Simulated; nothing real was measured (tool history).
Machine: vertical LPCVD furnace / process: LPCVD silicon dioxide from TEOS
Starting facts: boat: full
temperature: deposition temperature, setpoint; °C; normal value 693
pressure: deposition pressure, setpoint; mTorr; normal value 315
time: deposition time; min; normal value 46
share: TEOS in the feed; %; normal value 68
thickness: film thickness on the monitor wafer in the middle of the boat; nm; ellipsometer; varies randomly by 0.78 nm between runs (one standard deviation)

run	hour	temperature	pressure	time	share	read-back reference wafer on the same gauge, thickness	thickness
1	0	693	315	46	68	271.05	290.58
2	17.6	693	315	46	68	271.01	290.3
3	32.4	693	315	46	68	271.07	290.21
4	48.1	693	315	46	68	270.92	289.84
5	63.2	693	315	46	68	271.22	289.13
6	78.3	693	315	46	68	270.97	290.25
# hour 96.6: gauge calibrated
# hour 115: TEOS flow controller replaced
7	115.5	693	315	46	68	270.85	289.13
8	119.4	693	315	46	68	271.04	289.69
9	123.3	693	315	46	68	270.75	289.56
10	134.8	693	315	46	68	270.99	289.98
11	143.1	693	315	46	68	270.95	289.04
12	156.1	693	315	50	58	271.04	291.29
13	171.6	693	315	46	68	270.79	288.61
# hour 204.5: thermocouples replaced and temperature profile calibrated
14	205	686	385	56.5	72	270.75	342.19
15	208.9	682	270	51.5	68	270.79	230.25
16	212.8	693	355	46	68	270.97	308.02
17	216.7	693	315	46	68	270.94	289.66
# hour 247.3: pressure gauge zeroed
18	247.8	693	315	62.5	61	271.08	371.97
19	251.7	693	315	46	56	271.05	262.31
20	260.1	689	250	61	74	270.98	324.37
21	271.9	698	350	40.5	74	271.15	315.52
22	283.3	685	315	64	60	271	314.37
23	291.9	693	315	46	80	270.74	314
24	302.6	693	315	33.5	62	271.37	200.86
25	320.3	693	315	46	68	270.91	288.9

Branching from run 25: 4 alternative next runs. What would each branch give?
A	324.3	693	360	46	68	?	?
B	324.3	698	385	51.5	80	?	?
C	324.3	693	250	59.5	68	?	?
D	324.3	693	315	63.5	73	?	?

run	read-back reference wafer on the same gauge, thickness	thickness
A	271.13	310.92
B	271.13	439.08
C	271.13	335.14
D	271.13	415.98
The same runs, with their run-to-run variation unchanged, on a tool lacking any hidden condition would have given:
run	thickness
A	310.92
B	439.08
C	335.14
D	415.98

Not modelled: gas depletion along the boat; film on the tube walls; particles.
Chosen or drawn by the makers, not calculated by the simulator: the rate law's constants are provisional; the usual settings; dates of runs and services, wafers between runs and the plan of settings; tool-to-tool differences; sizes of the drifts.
